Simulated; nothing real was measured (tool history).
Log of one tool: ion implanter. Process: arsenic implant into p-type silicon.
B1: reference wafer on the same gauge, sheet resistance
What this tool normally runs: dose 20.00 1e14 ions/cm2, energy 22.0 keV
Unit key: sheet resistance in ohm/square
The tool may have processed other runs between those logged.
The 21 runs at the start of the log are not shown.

{"hour": 611.5, "done": "Faraday cup replaced and dose calibrated"}
{"run": 22, "hour": 612.0, "dose": 21.74, "energy": 27.0, "B1": 130.76, "sheet resistance": 97.93}
{"run": 23, "hour": 621.8, "dose": 23.9, "energy": 25.5, "B1": 130.76, "sheet resistance": 99.32}
{"hour": 633.4, "done": "gauge calibrated"}
{"run": 24, "hour": 648.8, "dose": 20.0, "energy": 14.5, "B1": 128.87, "sheet resistance": 127.96}
{"run": 25, "hour": 664.0, "dose": 20.0, "energy": 27.0, "B1": 128.74, "sheet resistance": 98.0}
{"run": 26, "hour": 687.2, "dose": 20.0, "energy": 27.5, "B1": 128.83, "sheet resistance": 96.89}
{"run": 27, "hour": 709.9, "dose": 22.7, "energy": 27.0, "B1": 128.97, "sheet resistance": 95.82}
{"run": 28, "hour": 726.0, "dose": 18.37, "energy": 27.0, "B1": 128.92, "sheet resistance": 99.48}
{"run": 29, "hour": 739.5, "dose": 14.71, "energy": 19.5, "B1": 128.98, "sheet resistance": 120.25}
{"run": 30, "hour": 761.7, "dose": 14.66, "energy": 27.5, "B1": 128.97, "sheet resistance": 104.31}
{"run": 31, "hour": 790.1, "dose": 22.34, "energy": 27.0, "B1": 129.01, "sheet resistance": 96.14}
{"run": 32, "hour": 814.1, "dose": 20.0, "energy": 22.0, "B1": 129.05, "sheet resistance": 107.4}
{"run": 33, "hour": 841.7, "dose": 20.0, "energy": 22.0, "B1": 128.99, "sheet resistance": 107.57}
{"run": 34, "hour": 871.9, "dose": 24.89, "energy": 22.0, "B1": 129.1, "sheet resistance": 104.72}
{"run": 35, "hour": 887.1, "dose": 24.29, "energy": 28.0, "B1": 129.07, "sheet resistance": 93.22}
{"run": 36, "hour": 913.9, "dose": 20.0, "energy": 22.0, "B1": 129.1, "sheet resistance": 108.08}
{"run": 37, "hour": 936.7, "dose": 14.15, "energy": 16.0, "B1": 129.19, "sheet resistance": 130.89}

4 ways to go on from here, each from the tool as it stands after run 37. What would each give?
{"run": "A", "hour": 937.1, "dose": 20.0, "energy": 22.0, "B1": "?", "sheet resistance": "?"}
{"run": "B", "hour": 937.1, "dose": 23.72, "energy": 24.5, "B1": "?", "sheet resistance": "?"}
{"run": "C", "hour": 937.1, "dose": 23.19, "energy": 25.5, "B1": "?", "sheet resistance": "?"}
{"run": "D", "hour": 937.1, "dose": 20.0, "energy": 15.0, "B1": "?", "sheet resistance": "?"}

run=A B1=129.06 sheet_resistance=107.92
run=B B1=129.06 sheet_resistance=100.15
run=C B1=129.06 sheet_resistance=98.45
run=D B1=129.06 sheet_resistance=126.80
Without the tool's hidden state the same runs would have given:
run=A sheet_resistance=107.75
run=B sheet_resistance=99.99
run=C sheet_resistance=98.30
run=D sheet_resistance=126.60
